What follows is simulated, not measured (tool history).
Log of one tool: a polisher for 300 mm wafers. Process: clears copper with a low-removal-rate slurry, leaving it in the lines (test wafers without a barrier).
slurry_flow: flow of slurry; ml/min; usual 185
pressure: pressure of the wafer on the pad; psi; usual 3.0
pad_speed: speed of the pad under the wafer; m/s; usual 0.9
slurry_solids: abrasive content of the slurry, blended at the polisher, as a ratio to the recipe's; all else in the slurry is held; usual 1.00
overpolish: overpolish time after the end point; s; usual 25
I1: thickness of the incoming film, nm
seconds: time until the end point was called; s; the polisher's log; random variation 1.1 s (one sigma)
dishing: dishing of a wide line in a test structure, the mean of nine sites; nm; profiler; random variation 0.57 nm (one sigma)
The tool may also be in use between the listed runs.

{"run": 1, "hour": 0.0, "slurry_flow": 185, "pressure": 3.0, "pad_speed": 0.9, "slurry_solids": 1.0, "overpolish": 25, "I1": 364.0, "seconds": 111.8, "dishing": 47.7}
{"run": 2, "hour": 14.3, "slurry_flow": 185, "pressure": 3.0, "pad_speed": 0.9, "slurry_solids": 1.0, "overpolish": 25, "I1": 368.2, "seconds": 115.9, "dishing": 46.7}
{"run": 3, "hour": 39.5, "slurry_flow": 185, "pressure": 3.0, "pad_speed": 0.9, "slurry_solids": 1.0, "overpolish": 25, "I1": 366.2, "seconds": 115.6, "dishing": 48.1}
{"hour": 59.0, "done": "worn pad replaced by a new one"}
{"run": 4, "hour": 64.9, "slurry_flow": 185, "pressure": 3.0, "pad_speed": 0.9, "slurry_solids": 1.0, "overpolish": 25, "I1": 370.9, "seconds": 114.1, "dishing": 49.0}
{"run": 5, "hour": 88.7, "slurry_flow": 185, "pressure": 2.7, "pad_speed": 0.9, "slurry_solids": 1.0, "overpolish": 25, "I1": 367.2, "seconds": 118.7, "dishing": 45.9}
{"run": 6, "hour": 114.6, "slurry_flow": 185, "pressure": 2.7, "pad_speed": 0.9, "slurry_solids": 1.0, "overpolish": 25, "I1": 364.3, "seconds": 121.8, "dishing": 45.5}
{"run": 7, "hour": 135.5, "slurry_flow": 185, "pressure": 3.0, "pad_speed": 0.9, "slurry_solids": 1.0, "overpolish": 25, "I1": 371.4, "seconds": 118.4, "dishing": 46.9}
{"hour": 150.1, "done": "worn pad replaced by a new one"}
{"run": 8, "hour": 167.9, "slurry_flow": 185, "pressure": 3.0, "pad_speed": 0.9, "slurry_solids": 1.0, "overpolish": 25, "I1": 368.4, "seconds": 111.2, "dishing": 48.0}
{"run": 9, "hour": 194.8, "slurry_flow": 185, "pressure": 3.0, "pad_speed": 0.9, "slurry_solids": 1.0, "overpolish": 25, "I1": 365.3, "seconds": 113.5, "dishing": 47.1}
{"hour": 236.8, "done": "worn pad replaced by a new one"}
{"run": 10, "hour": 246.1, "slurry_flow": 185, "pressure": 3.0, "pad_speed": 0.9, "slurry_solids": 1.0, "overpolish": 37, "I1": 364.2, "seconds": 109.1, "dishing": 62.6}
{"hour": 271.0, "done": "slurry blender recalibrated"}
{"run": 11, "hour": 277.6, "slurry_flow": 185, "pressure": 3.0, "pad_speed": 0.9, "slurry_solids": 1.25, "overpolish": 25, "I1": 364.7, "seconds": 107.4, "dishing": 49.2}

Run 12 comes next. What will it give?
{"hour": 294.6, "done": "slurry nozzle cleaned"}
{"run": 12, "hour": 312.7, "slurry_flow": 140, "pressure": 3.0, "pad_speed": 0.9, "slurry_solids": 0.8, "overpolish": 25, "I1": 364.6, "seconds": "?", "dishing": "?"}

seconds: 126.2 s
dishing: 43.8 nm
Without the tool's hidden state the same run would have given seconds 120.4 s, dishing 45.4 nm.

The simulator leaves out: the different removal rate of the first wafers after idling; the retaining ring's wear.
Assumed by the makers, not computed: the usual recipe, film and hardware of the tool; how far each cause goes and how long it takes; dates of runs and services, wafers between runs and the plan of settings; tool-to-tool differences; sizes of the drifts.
